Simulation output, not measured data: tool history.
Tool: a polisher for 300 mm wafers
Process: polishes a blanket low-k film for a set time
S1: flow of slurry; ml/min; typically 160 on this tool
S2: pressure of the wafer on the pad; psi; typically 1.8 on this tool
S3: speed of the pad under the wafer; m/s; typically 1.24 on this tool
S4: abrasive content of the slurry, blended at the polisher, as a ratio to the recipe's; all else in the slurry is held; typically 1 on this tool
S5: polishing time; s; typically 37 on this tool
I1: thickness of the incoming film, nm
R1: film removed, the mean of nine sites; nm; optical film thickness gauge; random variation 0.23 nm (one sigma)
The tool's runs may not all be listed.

run	day	S1	S2	S3	S4	S5	I1	R1
1	0	160	1.8	1.24	1	37	493.4	15.1
# day 0.546: slurry blender recalibrated
2	3.154	160	1.8	1.24	1	37	487.2	14
# day 4.267: worn pad replaced by a new one
# day 4.408: conditioning disc replaced and pad reconditioned
3	6.258	160	1.8	1.24	1	37	494.7	15.3
4	10.729	160	1.8	1.24	1	37	489.6	14.7
# day 14.2: worn pad replaced by a new one
5	14.229	160	1.8	1.24	1	37	489.6	13.3
# day 15.483: conditioning disc replaced and pad reconditioned
# day 18.267: slurry blender recalibrated
6	18.529	160	1.8	1.24	1	37	479.7	14.9
# day 20.254: slurry nozzle cleaned
7	20.862	160	1.8	1.24	1	37	482.5	14
# day 24.079: worn pad replaced by a new one
8	24.3	160	1.4	1.24	1	41	488.8	12
# day 24.808: head pressure recalibrated
# day 25.308: conditioning disc replaced and pad reconditioned
9	27.612	160	1.8	1.24	1	41	492.8	17.1
10	30.583	145	1.8	1.62	1	37	482	17.4
11	34.192	210	2.2	1.24	1	37	492.3	16.4
# day 34.883: worn pad replaced by a new one
# day 35.529: slurry blender recalibrated
# day 36.117: conditioning disc replaced and pad reconditioned
12	37.725	160	1.8	1.1	1.1	25	486.3	10.3
13	39.746	160	1.8	1.24	1	37	494.2	15.6
14	43.262	160	1.8	1.02	1.25	24	498.8	9.1
# day 43.771: slurry nozzle cleaned
15	45.546	160	1.8	1.24	1	29	494.6	10.7
# day 46.121: worn pad replaced by a new one
# day 47.05: conditioning disc replaced and pad reconditioned
16	48.975	160	1.8	1.24	1	37	491.8	15.7

Consider 5 possible next runs. They are alternatives, not a sequence: every one starts from the tool as it was left by run 16. What does each give?
A	48.992	180	1.8	1.24	1	37	488.7	?
B	48.992	160	1.8	1.06	1.1	37	488.7	?
C	48.992	105	1.5	1.02	1	37	488.7	?
D	48.992	125	2	1.24	1	37	488.7	?
E	48.992	160	2.1	1.6	0.9	31	488.7	?

run	R1
A	16
B	14.8
C	10.5
D	16.5
E	17.2
With the hidden condition removed and each run's random variation left untouched, the same runs would have given:
run	R1
A	16.3
B	15.1
C	10.7
D	16.9
E	17.7

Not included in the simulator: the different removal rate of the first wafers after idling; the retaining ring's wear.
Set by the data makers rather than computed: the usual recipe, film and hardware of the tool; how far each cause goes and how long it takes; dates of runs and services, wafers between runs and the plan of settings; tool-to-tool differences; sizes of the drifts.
